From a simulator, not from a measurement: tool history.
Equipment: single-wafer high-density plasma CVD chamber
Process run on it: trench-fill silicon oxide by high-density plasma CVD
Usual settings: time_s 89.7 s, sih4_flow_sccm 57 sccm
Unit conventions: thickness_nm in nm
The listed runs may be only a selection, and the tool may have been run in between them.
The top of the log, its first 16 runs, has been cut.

run	hour	time_s	sih4_flow_sccm	read-back reference wafer on the same gauge, thickness_nm	thickness_nm
17	1069.7	89.7	57	498.32	509.575
18	1162.4	89.7	57	498.815	509.453
19	1262.7	89.7	57	499.175	506.571
20	1320.5	77.2	60	499.049	465.546
21	1423.8	95.7	57	499.016	542.84
# hour 1433.8: gauge calibrated
22	1500.8	73.8	53	498.571	390.634
23	1603.5	74.5	57	499.655	424.111
24	1667.3	89.7	50	498.631	450.138
25	1760.7	89.7	49	498.578	444.116
26	1809.7	89.7	57	499.091	519.36
27	1878.8	79.5	57	498.604	459.874
28	1943.1	89.7	57	499.384	517.574
29	2010.8	99.1	57	498.898	569.052
30	2091.6	72.6	57	498.873	411.412
# hour 2129.6: silane flow controller replaced
31	2193	100.7	60	498.676	575.488
32	2262.3	75.7	50	498.898	359.349
33	2350.1	103.6	46	498.422	454.739
34	2438.7	101.8	65	499.107	629.866
35	2532.8	83.9	62	499.374	494.993
36	2595	104.9	53	499.156	532.445
37	2645.8	102.3	47	499.195	459.473
38	2746.9	72.4	63	498.843	438.773
39	2792	89.7	57	498.679	488.434

Forecast each of these 5 alternatives for the next run:
A	2792.4	89.7	57	?	?
B	2792.4	99.7	65	?	?
C	2792.4	96.3	54	?	?
D	2792.4	107	63	?	?
E	2792.4	94.3	46	?	?

run	read-back reference wafer on the same gauge, thickness_nm	thickness_nm
A	499.409	489.405
B	499.409	620.312
C	499.409	497.762
D	499.409	645.247
E	499.409	415.213
Without the tool's hidden state the same runs would have given:
run	thickness_nm
A	482.928
B	612.102
C	491.174
D	636.707
E	409.718
